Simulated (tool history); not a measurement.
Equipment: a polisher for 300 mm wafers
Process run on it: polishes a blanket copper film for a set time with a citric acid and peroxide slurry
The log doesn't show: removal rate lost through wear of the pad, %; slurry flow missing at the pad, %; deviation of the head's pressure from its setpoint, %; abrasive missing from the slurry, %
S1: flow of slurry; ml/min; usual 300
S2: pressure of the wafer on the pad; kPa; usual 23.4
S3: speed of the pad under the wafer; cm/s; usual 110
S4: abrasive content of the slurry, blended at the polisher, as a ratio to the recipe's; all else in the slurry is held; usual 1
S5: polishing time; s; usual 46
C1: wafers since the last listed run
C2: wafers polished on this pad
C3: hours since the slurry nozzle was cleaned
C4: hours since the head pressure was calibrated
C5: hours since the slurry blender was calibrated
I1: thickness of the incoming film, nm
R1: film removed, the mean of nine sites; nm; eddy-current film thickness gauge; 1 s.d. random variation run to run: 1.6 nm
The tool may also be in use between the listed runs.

{"run": 1, "day": 0.0, "S1": 300, "S2": 23.4, "S3": 82, "S4": 1, "S5": 46, "C1": 0, "C2": 282, "C3": 440.9, "C4": 466.5, "C5": 259.5, "I1": 818.9, "R1": 92.1}
{"run": 2, "day": 0.625, "S1": 300, "S2": 23.4, "S3": 82, "S4": 1, "S5": 46, "C1": 190, "C2": 472, "C3": 455.9, "C4": 481.5, "C5": 274.5, "I1": 824, "R1": 93.6}
{"day": 0.954, "done": "worn pad replaced by a new one"}
{"run": 3, "day": 1.142, "S1": 300, "S2": 23.4, "S3": 110, "S4": 1, "S5": 46, "C1": 106, "C2": 57, "C3": 468.3, "C4": 493.9, "C5": 286.9, "I1": 806.3, "R1": 128.5}
{"run": 4, "day": 1.788, "S1": 300, "S2": 23.4, "S3": 96, "S4": 1, "S5": 46, "C1": 196, "C2": 253, "C3": 483.8, "C4": 509.4, "C5": 302.4, "I1": 815.7, "R1": 111.6}
{"run": 5, "day": 2.075, "S1": 300, "S2": 23.4, "S3": 96, "S4": 1, "S5": 46, "C1": 87, "C2": 341, "C3": 490.7, "C4": 516.3, "C5": 309.3, "I1": 817.4, "R1": 110.6}
{"run": 6, "day": 2.508, "S1": 300, "S2": 23.4, "S3": 110, "S4": 1, "S5": 46, "C1": 131, "C2": 472, "C3": 501.1, "C4": 526.7, "C5": 319.7, "I1": 820, "R1": 121.9}
{"day": 3.004, "done": "worn pad replaced by a new one"}
{"run": 7, "day": 3.075, "S1": 300, "S2": 23.4, "S3": 110, "S4": 1, "S5": 46, "C1": 121, "C2": 21, "C3": 514.7, "C4": 540.3, "C5": 333.3, "I1": 812.6, "R1": 131.6}
{"day": 3.8, "done": "slurry blender recalibrated"}
{"run": 8, "day": 3.821, "S1": 325, "S2": 23.4, "S3": 110, "S4": 1, "S5": 46, "C1": 201, "C2": 222, "C3": 532.6, "C4": 558.2, "C5": 0.5, "I1": 810.2, "R1": 129.5}
{"run": 9, "day": 4.329, "S1": 325, "S2": 23.4, "S3": 110, "S4": 1, "S5": 46, "C1": 154, "C2": 377, "C3": 544.8, "C4": 570.4, "C5": 12.7, "I1": 801.9, "R1": 126.4}
{"run": 10, "day": 5.046, "S1": 325, "S2": 23.4, "S3": 110, "S4": 1, "S5": 46, "C1": 217, "C2": 595, "C3": 562, "C4": 587.6, "C5": 29.9, "I1": 802.4, "R1": 118.5}
{"day": 5.212, "done": "worn pad replaced by a new one"}
{"run": 11, "day": 5.625, "S1": 300, "S2": 23.4, "S3": 110, "S4": 1, "S5": 46, "C1": 125, "C2": 125, "C3": 575.9, "C4": 601.5, "C5": 43.8, "I1": 808.3, "R1": 127.2}
{"run": 12, "day": 5.946, "S1": 300, "S2": 23.4, "S3": 110, "S4": 1, "S5": 46, "C1": 97, "C2": 222, "C3": 583.6, "C4": 609.2, "C5": 51.5, "I1": 800.3, "R1": 126.8}
{"run": 13, "day": 6.312, "S1": 340, "S2": 20.7, "S3": 110, "S4": 1, "S5": 46, "C1": 111, "C2": 334, "C3": 592.4, "C4": 618, "C5": 60.3, "I1": 798.8, "R1": 110.8}
{"day": 6.604, "done": "head pressure recalibrated"}
{"day": 6.962, "done": "worn pad replaced by a new one"}
{"day": 6.962, "done": "slurry nozzle cleaned"}
{"run": 14, "day": 6.983, "S1": 300, "S2": 28.3, "S3": 86, "S4": 1.15, "S5": 46, "C1": 164, "C2": 5, "C3": 0.5, "C4": 9.1, "C5": 76.4, "I1": 807.8, "R1": 125.5}
{"run": 15, "day": 7.075, "S1": 300, "S2": 19.3, "S3": 110, "S4": 1, "S5": 56, "C1": 27, "C2": 33, "C3": 2.7, "C4": 11.3, "C5": 78.6, "I1": 802.2, "R1": 132}
{"run": 16, "day": 7.388, "S1": 360, "S2": 23.4, "S3": 110, "S4": 1, "S5": 62, "C1": 95, "C2": 128, "C3": 10.2, "C4": 18.8, "C5": 86.1, "I1": 816.2, "R1": 179.3}
{"run": 17, "day": 7.667, "S1": 345, "S2": 27.6, "S3": 88, "S4": 0.75, "S5": 46, "C1": 84, "C2": 213, "C3": 16.9, "C4": 25.5, "C5": 92.8, "I1": 803.8, "R1": 117}
{"run": 18, "day": 8.312, "S1": 255, "S2": 21.4, "S3": 110, "S4": 1.25, "S5": 46, "C1": 196, "C2": 409, "C3": 32.4, "C4": 41, "C5": 108.3, "I1": 820.3, "R1": 118.1}
{"run": 19, "day": 8.696, "S1": 300, "S2": 29, "S3": 110, "S4": 1.15, "S5": 56, "C1": 116, "C2": 526, "C3": 41.6, "C4": 50.2, "C5": 117.5, "I1": 807.1, "R1": 183.6}
{"day": 9.288, "done": "worn pad replaced by a new one"}
{"run": 20, "day": 9.312, "S1": 300, "S2": 23.4, "S3": 110, "S4": 1, "S5": 46, "C1": 136, "C2": 7, "C3": 56.4, "C4": 65, "C5": 132.3, "I1": 802.9, "R1": 129.4}
{"run": 21, "day": 9.942, "S1": 240, "S2": 18.6, "S3": 120, "S4": 1, "S5": 46, "C1": 191, "C2": 198, "C3": 71.5, "C4": 80.1, "C5": 147.4, "I1": 802.3, "R1": 108.5}
{"run": 22, "day": 10.258, "S1": 300, "S2": 23.4, "S3": 94, "S4": 1, "S5": 56, "C1": 96, "C2": 294, "C3": 79.1, "C4": 87.7, "C5": 155, "I1": 817.6, "R1": 130.7}

Measured minus without-hidden-state, run by run (identical run-to-run variation in each term; gauge scatter may differ):
run=1 R1=-5.9
run=2 R1=-10.1
run=3 R1=-2.8
run=4 R1=-7
run=5 R1=-9.1
run=6 R1=-13.8
run=7 R1=-0.7
run=8 R1=-6.7
run=9 R1=-10.8
run=10 R1=-16.2
run=11 R1=-6
run=12 R1=-8.7
run=13 R1=-10.4
run=14 R1=-1.7
run=15 R1=-2.5
run=16 R1=-6.8
run=17 R1=-6.5
run=18 R1=-11.8
run=19 R1=-23.4
run=20 R1=-2.6
run=21 R1=-6.5
run=22 R1=-10.6

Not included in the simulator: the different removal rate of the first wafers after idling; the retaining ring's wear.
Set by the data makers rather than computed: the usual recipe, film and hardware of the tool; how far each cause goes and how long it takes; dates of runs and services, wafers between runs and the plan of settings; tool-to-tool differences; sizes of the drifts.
